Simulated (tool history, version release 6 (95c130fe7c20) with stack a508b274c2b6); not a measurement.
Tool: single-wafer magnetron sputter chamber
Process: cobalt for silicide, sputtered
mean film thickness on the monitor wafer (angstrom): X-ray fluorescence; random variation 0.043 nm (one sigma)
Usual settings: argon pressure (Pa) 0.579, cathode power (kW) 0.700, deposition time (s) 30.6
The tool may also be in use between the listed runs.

run	day	argon pressure (Pa)	cathode power (kW)	deposition time (s)	read-back reference wafer on the same gauge, thickness_nm	mean film thickness on the monitor wafer (angstrom)
1	0.000	0.579	0.700	30.6	11.587	94.04
2	0.721	0.579	0.700	30.6	11.594	94.69
# day 0.967: gauge calibrated
3	1.062	0.579	0.700	30.6	11.575	94.73
4	1.496	0.579	0.700	30.6	11.598	95.53
# day 2.071: magnet pack replaced, of another model than before
5	2.138	0.507	0.700	35.2	11.587	113.11
6	2.588	0.507	0.700	35.2	11.584	112.79
7	2.838	0.652	0.700	30.6	11.582	93.13
8	3.446	0.652	0.700	30.6	11.611	93.03
9	3.762	0.652	0.700	30.6	11.581	93.51
10	4.146	0.579	0.550	30.6	11.591	77.41
# day 4.762: sputter target and shields replaced
11	4.858	0.579	0.550	30.6	11.556	77.60
12	5.333	0.579	0.700	30.6	11.592	95.03
13	5.721	0.644	0.700	32.9	11.624	100.51
# day 6.088: capacitance manometer re-zeroed and calibrated
14	6.112	0.507	0.700	35.2	11.606	113.38
15	6.604	0.759	0.550	30.6	11.570	74.63
16	7.000	0.579	0.650	28.6	11.596	85.50
17	7.467	0.424	0.700	30.6	11.610	101.26
18	7.812	0.651	0.700	30.6	11.603	95.15
19	8.362	0.579	0.700	34.9	11.579	110.85
20	8.862	0.579	0.700	30.6	11.575	96.33
21	9.112	0.579	0.700	30.6	11.592	97.63
22	9.712	0.579	0.700	30.6	11.581	96.82
23	10.208	0.579	0.700	30.6	11.573	96.46
24	10.779	0.688	0.700	26.7	11.599	81.85
# day 11.496: sputter target and shields replaced
25	11.517	0.507	0.700	26.4	11.583	85.68
26	11.746	0.579	0.700	32.9	11.602	104.43
27	12.071	0.579	0.700	30.6	11.576	97.08
28	14.004	0.579	0.700	30.6	11.608	97.11
29	14.700	0.354	0.650	30.6	11.586	97.22
30	14.983	0.767	0.700	32.4	11.591	96.86
31	15.729	0.411	0.600	25.9	11.601	75.13
32	16.033	0.579	0.700	30.6	11.577	96.61
# day 16.858: sputter target and shields replaced
33	16.879	0.579	0.700	25.2	11.598	80.34
34	17.142	0.579	0.500	30.6	11.580	72.23

Forecast each of these 5 alternatives for the next run:
A	17.158	0.579	0.700	34.6	?	?
B	17.158	0.473	0.850	30.6	?	?
C	17.158	0.645	0.650	30.6	?	?
D	17.158	0.579	0.850	30.6	?	?
E	17.158	0.714	0.600	36.6	?	?

run	read-back reference wafer on the same gauge, thickness_nm	mean film thickness on the monitor wafer (angstrom)
A	11.586	109.39
B	11.586	118.71
C	11.586	88.90
D	11.586	115.01
E	11.586	97.19
Without the tool's hidden state the same runs would have given:
run	mean film thickness on the monitor wafer (angstrom)
A	110.25
B	119.50
C	89.67
D	115.91
E	98.11
